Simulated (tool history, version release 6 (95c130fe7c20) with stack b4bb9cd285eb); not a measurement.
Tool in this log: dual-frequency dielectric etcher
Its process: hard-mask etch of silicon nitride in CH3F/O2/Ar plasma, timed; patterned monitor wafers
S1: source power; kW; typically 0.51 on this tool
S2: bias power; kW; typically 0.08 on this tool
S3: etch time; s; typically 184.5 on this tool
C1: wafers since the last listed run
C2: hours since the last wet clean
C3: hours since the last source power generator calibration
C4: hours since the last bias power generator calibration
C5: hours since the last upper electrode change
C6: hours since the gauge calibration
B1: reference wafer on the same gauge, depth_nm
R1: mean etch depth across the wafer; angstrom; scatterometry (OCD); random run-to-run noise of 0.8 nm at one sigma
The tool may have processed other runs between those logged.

run 1 hour=0 | S1=0.51 S2=0.08 S3=184.5 | C1=0 C2=190.6 C3=4012.5 C4=2098.8 C5=3595.1 C6=1350.7 | B1=141 | R1=1506
run 2 hour=57.4 | S1=0.51 S2=0.067 S3=149 | C1=468 C2=248 C3=4069.9 C4=2156.2 C5=3652.5 C6=1408.1 | B1=140.6 | R1=1135
run 3 hour=124.9 | S1=0.51 S2=0.067 S3=149 | C1=550 C2=315.5 C3=4137.4 C4=2223.7 C5=3720 C6=1475.6 | B1=141 | R1=1117
run 4 hour=169.6 | S1=0.51 S2=0.067 S3=149 | C1=364 C2=360.2 C3=4182.1 C4=2268.4 C5=3764.7 C6=1520.3 | B1=141.1 | R1=1113
-- hour=186 gauge calibrated
run 5 hour=209.5 | S1=0.51 S2=0.08 S3=184.5 | C1=325 C2=400.1 C3=4222 C4=2308.3 C5=3804.6 C6=23.5 | B1=141 | R1=1480
run 6 hour=233.6 | S1=0.51 S2=0.08 S3=184.5 | C1=196 C2=424.2 C3=4246.1 C4=2332.4 C5=3828.7 C6=47.6 | B1=141.2 | R1=1472
run 7 hour=286.7 | S1=0.51 S2=0.08 S3=184.5 | C1=433 C2=477.3 C3=4299.2 C4=2385.5 C5=3881.8 C6=100.7 | B1=140.9 | R1=1461
-- hour=345.1 wet clean of the chamber
run 8 hour=345.6 | S1=0.46 S2=0.085 S3=184.5 | C1=284 C2=0.5 C3=4358.1 C4=2444.4 C5=3940.7 C6=159.6 | B1=141.1 | R1=1536
run 9 hour=391.3 | S1=0.41 S2=0.08 S3=184.5 | C1=372 C2=46.2 C3=4403.8 C4=2490.1 C5=3986.4 C6=205.3 | B1=140.9 | R1=1459
run 10 hour=431.3 | S1=0.51 S2=0.08 S3=184.5 | C1=326 C2=86.2 C3=4443.8 C4=2530.1 C5=4026.4 C6=245.3 | B1=140.7 | R1=1539
run 11 hour=455.6 | S1=0.45 S2=0.08 S3=134.5 | C1=198 C2=110.5 C3=4468.1 C4=2554.4 C5=4050.7 C6=269.6 | B1=140.9 | R1=1076
run 12 hour=493 | S1=0.6 S2=0.095 S3=137.5 | C1=304 C2=147.9 C3=4505.5 C4=2591.8 C5=4088.1 C6=307 | B1=141 | R1=1267
run 13 hour=538.4 | S1=0.51 S2=0.08 S3=165 | C1=370 C2=193.3 C3=4550.9 C4=2637.2 C5=4133.5 C6=352.4 | B1=140.8 | R1=1354
run 14 hour=595.1 | S1=0.51 S2=0.08 S3=184.5 | C1=462 C2=250 C3=4607.6 C4=2693.9 C5=4190.2 C6=409.1 | B1=140.7 | R1=1487
run 15 hour=639.1 | S1=0.51 S2=0.08 S3=184.5 | C1=358 C2=294 C3=4651.6 C4=2737.9 C5=4234.2 C6=453.1 | B1=141.3 | R1=1502
run 16 hour=692.2 | S1=0.61 S2=0.065 S3=184.5 | C1=433 C2=347.1 C3=4704.7 C4=2791 C5=4287.3 C6=506.2 | B1=141.2 | R1=1436
run 17 hour=725.2 | S1=0.51 S2=0.08 S3=184.5 | C1=269 C2=380.1 C3=4737.7 C4=2824 C5=4320.3 C6=539.2 | B1=140.9 | R1=1505
run 18 hour=764.7 | S1=0.62 S2=0.086 S3=155 | C1=322 C2=419.6 C3=4777.2 C4=2863.5 C5=4359.8 C6=578.7 | B1=140.6 | R1=1357
-- hour=787.1 source power generator calibrated
run 19 hour=801.3 | S1=0.38 S2=0.08 S3=145 | C1=265 C2=456.2 C3=14.2 C4=2900.1 C5=4396.4 C6=615.3 | B1=141.1 | R1=1085
-- hour=893.8 wet clean of the chamber
run 20 hour=982.2 | S1=0.51 S2=0.08 S3=184.5 | C1=1279 C2=88.4 C3=195.1 C4=3081 C5=4577.3 C6=796.2 | B1=141.2 | R1=1542
-- hour=999.3 bias power generator calibrated
run 21 hour=1051.4 | S1=0.55 S2=0.089 S3=212.5 | C1=531 C2=157.6 C3=264.3 C4=52.1 C5=4646.5 C6=865.4 | B1=140.9 | R1=1877
-- hour=1082.1 upper electrode replaced
run 22 hour=1104 | S1=0.46 S2=0.08 S3=184.5 | C1=233 C2=210.2 C3=316.9 C4=104.7 C5=21.9 C6=918 | B1=140.9 | R1=1467
run 23 hour=1280.6 | S1=0.51 S2=0.063 S3=215 | C1=1440 C2=386.8 C3=493.5 C4=281.3 C5=198.5 C6=1094.6 | B1=140.6 | R1=1581
run 24 hour=1314.8 | S1=0.51 S2=0.08 S3=184.5 | C1=278 C2=421 C3=527.7 C4=315.5 C5=232.7 C6=1128.8 | B1=141.1 | R1=1486
run 25 hour=1343.1 | S1=0.44 S2=0.08 S3=184.5 | C1=230 C2=449.3 C3=556 C4=343.8 C5=261 C6=1157.1 | B1=140.7 | R1=1421
-- hour=1372 gauge calibrated
-- hour=1379.7 wet clean of the chamber
run 26 hour=1403.9 | S1=0.51 S2=0.08 S3=184.5 | C1=300 C2=24.2 C3=616.8 C4=404.6 C5=321.8 C6=31.9 | B1=141.2 | R1=1536
run 27 hour=1464.3 | S1=0.51 S2=0.089 S3=184.5 | C1=492 C2=84.6 C3=677.2 C4=465 C5=382.2 C6=92.3 | B1=141.1 | R1=1604
run 28 hour=1529.2 | S1=0.51 S2=0.098 S3=156 | C1=529 C2=149.5 C3=742.1 C4=529.9 C5=447.1 C6=157.2 | B1=141.1 | R1=1387
run 29 hour=1568.3 | S1=0.42 S2=0.063 S3=235 | C1=318 C2=188.6 C3=781.2 C4=569 C5=486.2 C6=196.3 | B1=141.1 | R1=1666
run 30 hour=1640 | S1=0.47 S2=0.067 S3=184.5 | C1=584 C2=260.3 C3=852.9 C4=640.7 C5=557.9 C6=268 | B1=141 | R1=1371

Predict each of these 3 candidate next runs independently; none follows another, all start after run 30:
run A hour=1640.5 | S1=0.51 S2=0.08 S3=184.5 | C1=4 C2=260.8 C3=853.4 C4=641.2 C5=558.4 C6=268.5 | B1=? | R1=?
run B hour=1640.5 | S1=0.51 S2=0.064 S3=148 | C1=4 C2=260.8 C3=853.4 C4=641.2 C5=558.4 C6=268.5 | B1=? | R1=?
run C hour=1640.5 | S1=0.56 S2=0.07 S3=184.5 | C1=4 C2=260.8 C3=853.4 C4=641.2 C5=558.4 C6=268.5 | B1=? | R1=?

run=A B1=141.1 R1=1510
run=B B1=141.1 R1=1111
run=C B1=141.1 R1=1470
What these runs would have given with no unlogged condition in the tool:
run=A R1=1550
run=B R1=1140
run=C R1=1509

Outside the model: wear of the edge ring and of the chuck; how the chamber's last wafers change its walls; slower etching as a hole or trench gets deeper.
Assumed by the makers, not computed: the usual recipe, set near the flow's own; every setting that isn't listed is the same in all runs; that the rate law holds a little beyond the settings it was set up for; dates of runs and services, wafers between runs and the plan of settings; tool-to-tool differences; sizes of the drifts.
